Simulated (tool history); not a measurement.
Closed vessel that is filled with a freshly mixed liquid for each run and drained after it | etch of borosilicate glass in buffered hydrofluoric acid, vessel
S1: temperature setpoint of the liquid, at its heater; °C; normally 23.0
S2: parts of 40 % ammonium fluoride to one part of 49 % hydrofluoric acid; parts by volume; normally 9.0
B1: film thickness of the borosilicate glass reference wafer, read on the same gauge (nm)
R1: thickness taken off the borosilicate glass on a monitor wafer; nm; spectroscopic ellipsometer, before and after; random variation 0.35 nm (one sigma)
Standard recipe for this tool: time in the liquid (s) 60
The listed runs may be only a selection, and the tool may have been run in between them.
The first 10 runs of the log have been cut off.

{"run": 11, "hour": 740.2, "S1": 23.0, "S2": 9.0, "time in the liquid (s)": 60, "B1": 90.01, "R1": 75.09}
{"hour": 896.6, "done": "hydrofluoric acid flow meter replaced"}
{"run": 12, "hour": 979.3, "S1": 19.0, "S2": 9.0, "time in the liquid (s)": 60, "B1": 89.95, "R1": 60.1}
{"run": 13, "hour": 1063.1, "S1": 19.0, "S2": 9.0, "time in the liquid (s)": 60, "B1": 89.97, "R1": 60.55}
{"run": 14, "hour": 1120.9, "S1": 19.0, "S2": 9.0, "time in the liquid (s)": 60, "B1": 90.03, "R1": 60.34}
{"run": 15, "hour": 1215.5, "S1": 23.0, "S2": 9.0, "time in the liquid (s)": 60, "B1": 89.96, "R1": 74.87}
{"run": 16, "hour": 1274.0, "S1": 27.0, "S2": 9.0, "time in the liquid (s)": 60, "B1": 90.0, "R1": 92.52}
{"run": 17, "hour": 1373.2, "S1": 20.0, "S2": 9.0, "time in the liquid (s)": 60, "B1": 90.05, "R1": 64.1}
{"run": 18, "hour": 1434.0, "S1": 23.0, "S2": 12.5, "time in the liquid (s)": 75, "B1": 90.01, "R1": 70.4}

Predict the results of run 19:
{"run": 19, "hour": 1524.5, "S1": 26.5, "S2": 9.0, "time in the liquid (s)": 80, "B1": "?", "R1": "?"}

Run 19 gave B1 90.01, R1 120.45 nm.
With the hidden condition absent and the run-to-run variation left alone, this run would have shown R1 120.45 nm.
